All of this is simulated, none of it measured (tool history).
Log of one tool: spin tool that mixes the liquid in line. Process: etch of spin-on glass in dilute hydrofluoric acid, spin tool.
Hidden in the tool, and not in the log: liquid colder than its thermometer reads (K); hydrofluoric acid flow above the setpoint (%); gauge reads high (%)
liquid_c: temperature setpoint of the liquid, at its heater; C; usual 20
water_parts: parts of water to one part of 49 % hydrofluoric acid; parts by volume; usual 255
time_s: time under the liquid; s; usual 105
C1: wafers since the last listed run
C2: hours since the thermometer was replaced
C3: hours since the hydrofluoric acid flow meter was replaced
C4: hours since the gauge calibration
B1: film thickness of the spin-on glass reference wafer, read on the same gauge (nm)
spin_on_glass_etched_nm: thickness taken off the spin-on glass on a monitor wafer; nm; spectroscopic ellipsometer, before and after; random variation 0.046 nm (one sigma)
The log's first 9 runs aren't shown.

run 10 hour=692.9 | liquid_c=20 water_parts=255 time_s=105 | C1=783 C2=604.8 C3=391.5 C4=94.1 | B1=140.01 | spin_on_glass_etched_nm=13.88
run 11 hour=767.3 | liquid_c=20 water_parts=255 time_s=105 | C1=1002 C2=679.2 C3=465.9 C4=168.5 | B1=139.98 | spin_on_glass_etched_nm=13.89
-- hour=819.7 thermometer replaced
run 12 hour=830.3 | liquid_c=20 water_parts=255 time_s=105 | C1=835 C2=10.6 C3=528.9 C4=231.5 | B1=140.01 | spin_on_glass_etched_nm=13.97
-- hour=948.9 hydrofluoric acid flow meter replaced
run 13 hour=989.3 | liquid_c=20 water_parts=200 time_s=105 | C1=2128 C2=169.6 C3=40.4 C4=390.5 | B1=139.99 | spin_on_glass_etched_nm=18.55
run 14 hour=1035.1 | liquid_c=24 water_parts=195 time_s=65 | C1=616 C2=215.4 C3=86.2 C4=436.3 | B1=140 | spin_on_glass_etched_nm=13.96
run 15 hour=1099.6 | liquid_c=20 water_parts=255 time_s=105 | C1=868 C2=279.9 C3=150.7 C4=500.8 | B1=140 | spin_on_glass_etched_nm=13.91
run 16 hour=1191.8 | liquid_c=20 water_parts=255 time_s=105 | C1=1241 C2=372.1 C3=242.9 C4=593 | B1=140.03 | spin_on_glass_etched_nm=13.91
run 17 hour=1300 | liquid_c=21.5 water_parts=255 time_s=105 | C1=1457 C2=480.3 C3=351.1 C4=701.2 | B1=140 | spin_on_glass_etched_nm=14.63
run 18 hour=1407.6 | liquid_c=18 water_parts=170 time_s=170 | C1=1449 C2=587.9 C3=458.7 C4=808.8 | B1=140.03 | spin_on_glass_etched_nm=33.79
run 19 hour=1466 | liquid_c=23.5 water_parts=255 time_s=105 | C1=786 C2=646.3 C3=517.1 C4=867.2 | B1=140 | spin_on_glass_etched_nm=15.9
-- hour=1534.8 hydrofluoric acid flow meter replaced
run 20 hour=1567 | liquid_c=20 water_parts=355 time_s=45 | C1=1346 C2=747.3 C3=32.2 C4=968.2 | B1=139.98 | spin_on_glass_etched_nm=3.89
run 21 hour=1658.1 | liquid_c=20 water_parts=255 time_s=105 | C1=1227 C2=838.4 C3=123.3 C4=1059.3 | B1=139.97 | spin_on_glass_etched_nm=13.91
run 22 hour=1716.1 | liquid_c=18.5 water_parts=195 time_s=55 | C1=781 C2=896.4 C3=181.3 C4=1117.3 | B1=140 | spin_on_glass_etched_nm=9.56

The next listed run, before its measurement:
-- hour=1762.1 thermometer replaced
run 23 hour=1786.2 | liquid_c=17 water_parts=335 time_s=55 | C1=930 C2=24.1 C3=251.4 C4=1187.4 | B1=? | spin_on_glass_etched_nm=?

Run 23 gave B1 139.98, spin_on_glass_etched_nm 4.61 nm.
Without the tool's hidden state the same run would have given spin_on_glass_etched_nm 4.61 nm.
